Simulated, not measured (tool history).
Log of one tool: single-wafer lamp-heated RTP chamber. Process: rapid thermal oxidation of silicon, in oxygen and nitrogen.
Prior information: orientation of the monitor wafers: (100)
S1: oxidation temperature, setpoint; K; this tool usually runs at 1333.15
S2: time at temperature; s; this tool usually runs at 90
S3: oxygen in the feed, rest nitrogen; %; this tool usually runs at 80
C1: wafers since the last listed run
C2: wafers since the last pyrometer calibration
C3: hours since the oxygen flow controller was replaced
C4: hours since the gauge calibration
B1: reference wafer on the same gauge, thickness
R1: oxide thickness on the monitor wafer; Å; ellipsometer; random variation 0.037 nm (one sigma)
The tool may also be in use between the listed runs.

run	hour	S1	S2	S3	C1	C2	C3	C4	B1	R1
1	0	1333.15	90	63	0	135	3684.7	712.2	12.092	97.69
2	65.6	1333.15	90	63	378	513	3750.3	777.8	12.101	98.22
3	112.9	1333.15	90	63	272	786	3797.6	825.1	12.091	98.18
4	179.7	1333.15	90	90	385	1172	3864.4	891.9	12.105	111.45
5	244.3	1333.15	90	90	372	1545	3929	956.5	12.1	112.66
6	295	1333.15	90	80	292	1837	3979.7	1007.2	12.112	108.15
7	347.4	1333.15	90	80	302	2140	4032.1	1059.6	12.105	107.77
8	381.3	1333.15	90	80	195	2335	4066	1093.5	12.105	108.35
9	415.3	1333.15	90	80	196	2532	4100	1127.5	12.096	108.72
10	462.8	1333.15	90	80	274	2806	4147.5	1175	12.104	108.19
11	515.3	1333.15	90	80	302	3109	4200	1227.5	12.116	109.41
12	587.1	1353.15	90	80	414	3523	4271.8	1299.3	12.113	124.45
13	632.7	1353.15	90	80	263	3786	4317.4	1344.9	12.101	125.34
14	684.5	1353.15	90	80	298	4085	4369.2	1396.7	12.099	126.28
15	712.9	1342.15	90	80	163	4249	4397.6	1425.1	12.092	117.88
16	742.3	1342.15	90	80	169	4419	4427	1454.5	12.114	117.9
# hour 762.6: pyrometer window cleaned and pyrometer calibrated
17	786.9	1333.15	90	80	211	140	4471.6	1499.1	12.1	106.93
18	821	1333.15	90	80	196	337	4505.7	1533.2	12.112	106.74
19	852.1	1333.15	90	80	179	516	4536.8	1564.3	12.097	106.68
20	887	1333.15	90	80	201	718	4571.7	1599.2	12.105	106.99
21	924.3	1346.15	57	80	215	933	4609	1636.5	12.103	94.64
# hour 964.5: oxygen flow controller replaced
22	983.1	1320.15	117	98	293	1226	18.6	1695.3	12.095	118.63
23	1052.5	1351.15	66	91	400	1627	88	1764.7	12.099	109.97
24	1088.2	1333.15	90	98	206	1833	123.7	1800.4	12.099	115.39
25	1161.5	1333.15	90	80	423	2256	197	1873.7	12.109	107.32
26	1217.9	1333.15	90	90	325	2581	253.4	1930.1	12.101	112.89
27	1250.4	1308.15	112	89	187	2769	285.9	1962.6	12.095	104.63
28	1319.9	1363.15	102	96	401	3170	355.4	2032.1	12.105	148.57
29	1365.6	1322.15	131	58	263	3434	401.1	2077.8	12.094	107.28
30	1430.9	1355.15	56	62	376	3811	466.4	2143.1	12.096	92.98
31	1458.4	1333.15	90	55	158	3969	493.9	2170.6	12.102	96.31
# hour 1535.1: gauge calibrated
# hour 1542.7: pyrometer window cleaned and pyrometer calibrated
32	1628.8	1333.15	90	90	937	496	664.3	93.7	12.099	111.2
33	1824.2	1357.15	68	67	1127	1624	859.7	289.1	12.112	103.99
34	1978.9	1355.15	90	98	892	2517	1014.4	443.8	12.089	135.09
35	2017.8	1323.15	53	97	224	2741	1053.3	482.7	12.097	85.27
36	2045.3	1351.15	90	51	158	2900	1080.8	510.2	12.094	104.12
37	2083.2	1333.15	90	98	218	3119	1118.7	548.1	12.101	116.85
38	2144.8	1333.15	90	88	355	3474	1180.3	609.7	12.099	112.58

Subtracting, for every run, the result it would have given without the tool's unlogged condition from the measured result gives the following. The same run-to-run variation enters both numbers; the gauge's scatter may not:
The hidden state here: true wafer temperature minus pyrometer reading, K; deviation of the oxygen flow from its setpoint, %; gauge reads high (%).
run	R1
1	+0.62
2	+0.67
3	+0.75
4	+1.02
5	+1.26
6	+1.43
7	+1.69
8	+1.89
9	+2.1
10	+2.41
11	+2.84
12	+3.77
13	+4.27
14	+4.86
15	+4.94
16	+5.27
17	+0.26
18	+0.28
19	+0.31
20	+0.37
21	+0.38
22	+0.69
23	+0.86
24	+1.11
25	+1.42
26	+1.86
27	+2.03
28	+3.3
29	+2.94
30	+2.9
31	+3.35
32	+0.53
33	+0.97
34	+2.24
35	+1.69
36	+2.15
37	+2.82
38	+3.24

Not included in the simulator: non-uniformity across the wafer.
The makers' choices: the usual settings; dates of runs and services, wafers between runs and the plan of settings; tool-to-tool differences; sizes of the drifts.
